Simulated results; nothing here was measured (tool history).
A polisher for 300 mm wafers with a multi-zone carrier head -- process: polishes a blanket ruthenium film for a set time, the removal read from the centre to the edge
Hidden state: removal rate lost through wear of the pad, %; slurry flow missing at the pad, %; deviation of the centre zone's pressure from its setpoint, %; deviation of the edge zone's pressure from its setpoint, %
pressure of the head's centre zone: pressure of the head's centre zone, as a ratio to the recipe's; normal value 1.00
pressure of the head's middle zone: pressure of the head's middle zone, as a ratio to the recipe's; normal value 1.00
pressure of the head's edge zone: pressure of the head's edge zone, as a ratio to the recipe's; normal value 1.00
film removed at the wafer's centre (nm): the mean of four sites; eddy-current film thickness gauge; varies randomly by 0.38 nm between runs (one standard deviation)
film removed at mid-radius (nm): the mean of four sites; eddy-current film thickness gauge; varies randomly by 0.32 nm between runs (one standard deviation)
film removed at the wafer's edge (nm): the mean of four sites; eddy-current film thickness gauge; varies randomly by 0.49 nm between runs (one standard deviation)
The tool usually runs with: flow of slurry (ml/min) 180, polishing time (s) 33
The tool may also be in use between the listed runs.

run    hour  flow of slurry (ml/min)  pressure of the head's centre zone  pressure of the head's middle zone  pressure of the head's edge zone  polishing time (s)  wafers since the last listed run  wafers polished on this pad  hours since the slurry nozzle was cleaned  hours since the centre zone pressure was calibrated  hours since the edge zone pressure was calibrated  hours since the carrier head's membrane was replaced  incoming thickness of the incoming film, nm  film removed at the wafer's centre (nm)  film removed at mid-radius (nm)  film removed at the wafer's edge (nm)
  1     0.0                      180                                1.00                                1.00                              1.00                  33                                 0                         1472                                      127.1                                                124.6                                               17.6                                                  79.4                                        387.1                                     48.8                             46.4                                   46.5
  2    53.7                      180                                1.00                                1.00                              1.00                  33                               629                         2101                                      180.8                                                178.3                                               71.3                                                 133.1                                        388.3                                     47.8                             46.4                                   47.5
  3   110.0                      180                                1.00                                1.00                              1.00                  33                               659                         2761                                      237.1                                                234.6                                              127.6                                                 189.4                                        385.6                                     47.8                             46.1                                   47.3
  4   137.2                      180                                1.00                                1.00                              1.00                  33                               318                         3079                                      264.3                                                261.8                                              154.8                                                 216.6                                        393.6                                     48.0                             46.1                                   47.3
  5   183.5                      180                                1.00                                1.00                              1.00                  33                               542                         3622                                      310.6                                                308.1                                              201.1                                                 262.9                                        391.4                                     47.2                             44.4                                   45.6
      210.9  -- slurry nozzle cleaned
  6   217.7                      140                                1.00                                1.00                              1.00                  33                               388                         4011                                        6.8                                                342.3                                              235.3                                                 297.1                                        384.1                                     46.6                             44.7                                   46.5
      229.9  -- centre zone pressure recalibrated
      256.2  -- worn pad replaced by a new one
  7   268.7                      180                                1.00                                1.00                              1.00                  33                               527                          146                                       57.8                                                 38.8                                              286.3                                                 348.1                                        383.7                                     46.4                             46.8                                   47.3
  8   313.6                      180                                1.00                                0.88                              1.00                  23                               526                          672                                      102.7                                                 83.7                                              331.2                                                 393.0                                        389.5                                     32.7                             28.9                                   33.4
  9   368.8                      150                                1.00                                1.00                              1.00                  23                               646                         1319                                      157.9                                                138.9                                              386.4                                                 448.2                                        388.6                                     31.6                             31.2                                   32.0
 10   433.3                      180                                1.00                                1.00                              0.95                  33                               755                         2074                                      222.4                                                203.4                                              450.9                                                 512.7                                        385.7                                     46.0                             46.0                                   46.3
      456.0  -- edge zone pressure recalibrated
 11   485.9                      180                                1.06                                1.00                              1.05                  33                               592                         2667                                      275.0                                                256.0                                               29.9                                                 565.3                                        390.8                                     49.4                             45.6                                   46.9
      516.0  -- carrier head's membrane replaced by a new one
      553.2  -- slurry nozzle cleaned
      556.2  -- centre zone pressure recalibrated
      575.9  -- worn pad replaced by a new one
 12   675.5                      240                                0.96                                0.96                              1.00                  33                              2080                         1166                                      122.3                                                119.3                                              219.5                                                 159.5                                        387.6                                     47.9                             47.0                                   48.6
 13   754.9                      180                                1.07                                1.00                              1.00                  43                               930                         2096                                      201.7                                                198.7                                              298.9                                                 238.9                                        395.2                                     66.7                             60.6                                   61.0
 14   796.1                      180                                1.00                                1.00                              1.00                  33                               482                         2579                                      242.9                                                239.9                                              340.1                                                 280.1                                        397.8                                     47.1                             45.7                                   46.7
      860.2  -- edge zone pressure recalibrated
      919.2  -- slurry nozzle cleaned
      926.3  -- worn pad replaced by a new one
      930.1  -- centre zone pressure recalibrated
 15   971.6                      180                                1.00                                1.00                              1.00                  33                              1950                          507                                       52.4                                                 41.5                                              111.4                                                 455.6                                        388.2                                     46.7                             47.3                                   47.0
 16  1004.9                      205                                1.00                                1.00                              1.00                  33                               390                          897                                       85.7                                                 74.8                                              144.7                                                 488.9                                        387.3                                     47.9                             47.6                                   48.4
 17  1057.7                      115                                0.95                                1.08                              0.94                  33                               618                         1515                                      138.5                                                127.6                                              197.5                                                 541.7                                        386.9                                     41.9                             46.5                                   43.1
 18  1125.4                      180                                1.00                                1.10                              1.11                  33                               793                         2309                                      206.2                                                195.3                                              265.2                                                 609.4                                        393.9                                     47.3                             50.2                                   49.2
 19  1161.5                      180                                1.00                                1.00                              1.00                  29                               422                         2732                                      242.3                                                231.4                                              301.3                                                 645.5                                        387.8                                     42.4                             40.3                                   41.5
     1203.8  -- carrier head's membrane replaced by a new one
 20  1213.3                      180                                0.96                                0.92                              0.96                  22                               548                         3280                                      294.1                                                283.2                                              353.1                                                   9.5                                        386.2                                     30.0                             28.4                                   30.7
     1233.6  -- centre zone pressure recalibrated
 21  1250.9                      180                                0.91                                1.00                              1.00                  33                               417                         3697                                      331.7                                                 17.3                                              390.7                                                  47.1                                        390.3                                     40.3                             45.3                                   45.8
 22  1305.2                      180                                0.91                                1.00                              1.00                  33                               636                         4333                                      386.0                                                 71.6                                              445.0                                                 101.4                                        389.4                                     39.6                             43.9                                   44.6
     1313.6  -- worn pad replaced by a new one
     1331.4  -- slurry nozzle cleaned
     1334.8  -- edge zone pressure recalibrated
 23  1341.8                      180                                1.00                                1.00                              0.91                  33                               346                          295                                       10.4                                                108.2                                                7.0                                                 138.0                                        386.4                                     47.6                             47.4                                   46.1

Branching from run 23: 3 alternative next runs. What would each branch give?
  A  1342.2                      180                                1.00                                1.00                              1.00                  27                                 4                          299                                       10.8                                                108.6                                                7.4                                                 138.4                                        386.4                                        ?                                ?                                      ?
  B  1342.2                      180                                1.03                                1.00                              1.00                  33                                 4                          299                                       10.8                                                108.6                                                7.4                                                 138.4                                        386.4                                        ?                                ?                                      ?
  C  1342.2                      210                                1.00                                1.07                              1.00                  33                                 4                          299                                       10.8                                                108.6                                                7.4                                                 138.4                                        386.4                                        ?                                ?                                      ?

run  film removed at the wafer's centre (nm)  film removed at mid-radius (nm)  film removed at the wafer's edge (nm)
  A                                     39.2                             38.2                                   39.4
  B                                     49.3                             46.7                                   48.2
  C                                     49.1                             50.5                                   48.9
Take away the tool's hidden state, keep each run's random variation, and the runs would have read:
run  film removed at the wafer's centre (nm)  film removed at mid-radius (nm)  film removed at the wafer's edge (nm)
  A                                     37.6                             38.3                                   39.5
  B                                     47.3                             46.8                                   48.2
  C                                     47.0                             50.6                                   48.9

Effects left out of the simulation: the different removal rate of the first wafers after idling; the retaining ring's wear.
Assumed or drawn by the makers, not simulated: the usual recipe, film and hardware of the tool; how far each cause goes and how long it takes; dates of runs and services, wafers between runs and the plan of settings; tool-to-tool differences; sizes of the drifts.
